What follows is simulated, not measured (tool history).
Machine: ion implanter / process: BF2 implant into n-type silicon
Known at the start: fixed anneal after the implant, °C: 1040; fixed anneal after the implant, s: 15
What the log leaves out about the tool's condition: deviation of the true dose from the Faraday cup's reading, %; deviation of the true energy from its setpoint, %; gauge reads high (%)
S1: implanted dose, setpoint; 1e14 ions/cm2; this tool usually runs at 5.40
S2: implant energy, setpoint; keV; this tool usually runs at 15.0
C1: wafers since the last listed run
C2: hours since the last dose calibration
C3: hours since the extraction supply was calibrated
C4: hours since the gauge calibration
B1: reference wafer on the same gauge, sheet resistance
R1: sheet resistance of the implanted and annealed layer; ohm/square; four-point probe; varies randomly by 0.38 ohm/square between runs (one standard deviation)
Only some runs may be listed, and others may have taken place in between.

run	day	S1	S2	C1	C2	C3	C4	B1	R1
1	0.000	4.51	15.0	0	654.9	5239.4	322.6	202.90	289.26
2	1.383	5.40	15.0	691	688.1	5272.6	355.8	203.01	252.66
3	3.300	5.40	15.0	957	734.1	5318.6	401.8	203.05	253.35
4	5.588	5.40	15.0	1143	789.0	5373.5	456.7	202.98	252.24
5	6.804	5.40	15.0	608	818.2	5402.7	485.9	203.00	253.13
6	9.138	5.40	15.0	1166	874.2	5458.7	541.9	203.05	252.86
7	13.558	5.40	15.0	2209	980.3	5564.8	648.0	202.94	253.13
8	18.242	5.40	15.0	2340	1092.7	5677.2	760.4	203.00	253.37
9	20.217	5.40	15.0	987	1140.1	5724.6	807.8	203.06	252.87
10	22.762	5.40	17.0	1272	1201.2	5785.7	868.9	202.95	247.55
11	25.550	5.40	17.0	1393	1268.1	5852.6	935.8	202.92	247.12
12	26.667	5.40	13.5	558	1294.9	5879.4	962.6	203.06	259.15
# day 29.033: extraction supply calibrated
13	29.221	5.40	13.5	1109	1356.2	4.5	1023.9	202.95	259.19
14	31.850	5.40	15.0	1313	1419.3	67.6	1087.0	202.95	253.56
15	33.617	5.40	15.0	882	1461.7	110.0	1129.4	203.00	254.04
16	42.146	5.40	15.0	4262	1666.4	314.7	1334.1	203.00	253.98
17	43.650	5.40	13.0	751	1702.5	350.8	1370.2	203.05	262.74
18	46.338	5.40	15.0	1343	1767.0	415.3	1434.7	203.08	254.83
19	49.038	4.89	12.5	1349	1831.8	480.1	1499.5	202.98	284.42
20	51.896	5.40	19.0	1428	1900.4	548.7	1568.1	202.99	243.79
# day 52.833: gauge calibrated
21	54.746	3.85	17.0	1424	1968.8	617.1	45.9	202.95	324.27
22	56.596	5.40	15.0	924	2013.2	661.5	90.3	202.97	255.26
23	61.188	6.86	12.5	2294	2123.4	771.7	200.5	202.94	226.99
# day 62.883: Faraday cup replaced and dose calibrated
24	64.925	6.24	13.5	1701	49.0	861.4	290.2	202.96	234.11
25	66.154	5.40	15.0	614	78.5	890.9	319.7	203.04	251.67
26	68.254	6.95	11.0	1049	128.9	941.3	370.1	203.09	229.67
27	70.854	5.40	10.0	1299	191.3	1003.7	432.5	203.01	277.96
28	72.983	6.72	11.5	1064	242.4	1054.8	483.6	203.03	232.00
29	74.754	4.85	12.0	885	284.9	1097.3	526.1	202.97	285.55
30	76.333	5.40	15.0	789	322.8	1135.2	564.0	202.96	251.62
31	78.046	4.00	10.5	855	363.9	1176.3	605.1	203.02	336.50
32	80.271	4.75	20.0	1111	417.3	1229.7	658.5	203.00	263.76
33	81.567	6.58	12.0	647	448.4	1260.8	689.6	203.04	232.68
34	84.158	5.40	19.5	1295	510.6	1323.0	751.8	203.05	239.60
35	90.929	5.40	15.0	3383	673.1	1485.5	914.3	203.05	252.01
36	93.758	5.40	15.0	1413	741.0	1553.4	982.2	203.00	251.58
37	96.121	5.40	15.0	1180	797.7	1610.1	1038.9	203.08	252.37
38	98.200	6.99	15.0	1039	847.6	1660.0	1088.8	202.94	211.97

Exercise: give the hidden state of the tool at every run:
deviation of the true energy from its setpoint, %: 0, the same for each run
gauge reads high (%): 0, the same for each run
H1: deviation of the true dose from the Faraday cup's reading, %
run	H1
1	-0.433
2	-0.45
3	-0.475
4	-0.506
5	-0.524
6	-0.56
7	-0.635
8	-0.724
9	-0.765
10	-0.819
11	-0.882
12	-0.908
13	-0.97
14	-1.04
15	-1.08
16	-1.33
17	-1.37
18	-1.46
19	-1.55
20	-1.65
21	-1.75
22	-1.81
23	-1.99
24	0.151
25	0.149
26	0.145
27	0.138
28	0.129
29	0.121
30	0.112
31	0.101
32	0.0852
33	0.0749
34	0.0522
35	-0.0211
36	-0.0577
37	-0.091
38	-0.122

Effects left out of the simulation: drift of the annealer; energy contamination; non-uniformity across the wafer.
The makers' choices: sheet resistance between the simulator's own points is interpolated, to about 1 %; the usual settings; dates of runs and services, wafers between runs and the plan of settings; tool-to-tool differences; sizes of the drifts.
